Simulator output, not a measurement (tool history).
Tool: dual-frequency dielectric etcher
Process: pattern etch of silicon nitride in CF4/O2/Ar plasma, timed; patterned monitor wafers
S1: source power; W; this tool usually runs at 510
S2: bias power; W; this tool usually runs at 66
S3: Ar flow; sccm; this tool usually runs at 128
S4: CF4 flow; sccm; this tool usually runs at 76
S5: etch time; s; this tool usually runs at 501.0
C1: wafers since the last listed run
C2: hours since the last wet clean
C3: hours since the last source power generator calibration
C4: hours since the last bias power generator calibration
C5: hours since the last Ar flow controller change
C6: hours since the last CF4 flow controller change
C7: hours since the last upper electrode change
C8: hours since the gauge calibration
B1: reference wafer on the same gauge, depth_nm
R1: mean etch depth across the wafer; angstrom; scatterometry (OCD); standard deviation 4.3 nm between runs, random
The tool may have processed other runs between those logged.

run,hour,S1,S2,S3,S4,S5,C1,C2,C3,C4,C5,C6,C7,C8,B1,R1
1,0.0,510,55,128,76,501.0,0,202.4,4757.0,3251.0,3717.7,3387.6,1317.5,1732.1,1118.7,9979
# hour 54.7: bias power generator calibrated
2,56.7,510,66,128,76,501.0,248,259.1,4813.7,2.0,3774.4,3444.3,1374.2,1788.8,1119.1,10845
3,81.4,510,66,128,76,501.0,116,283.8,4838.4,26.7,3799.1,3469.0,1398.9,1813.5,1121.2,10754
4,121.8,510,66,128,76,409.5,190,324.2,4878.8,67.1,3839.5,3509.4,1439.3,1853.9,1120.4,8793
# hour 134.5: gauge calibrated
# hour 186.0: wet clean of the chamber
5,192.8,510,66,128,76,501.0,221,6.8,4949.8,138.1,3910.5,3580.4,1510.3,58.3,1120.5,10537
# hour 209.3: Ar flow controller replaced
6,229.4,440,76,128,76,409.0,144,43.4,4986.4,174.7,20.1,3617.0,1546.9,94.9,1121.4,8289
7,264.9,570,66,157,76,620.5,167,78.9,5021.9,210.2,55.6,3652.5,1582.4,130.4,1119.0,13891
8,332.8,510,66,128,76,501.0,320,146.8,5089.8,278.1,123.5,3720.4,1650.3,198.3,1120.6,10712
9,389.1,510,66,128,71,501.0,265,203.1,5146.1,334.4,179.8,3776.7,1706.6,254.6,1121.4,10615
# hour 451.6: CF4 flow controller replaced
10,452.1,510,66,128,76,501.0,268,266.1,5209.1,397.4,242.8,0.5,1769.6,317.6,1120.9,10785

Predict the results of run 11:
# hour 468.8: source power generator calibrated
11,524.9,510,66,128,76,501.0,324,338.9,56.1,470.2,315.6,73.3,1842.4,390.4,?,?

Run 11 measured B1 1120.6, R1 10729 angstrom.
On a tool with no hidden condition, and with the same random variation, this run would have come out at R1 10568 angstrom.
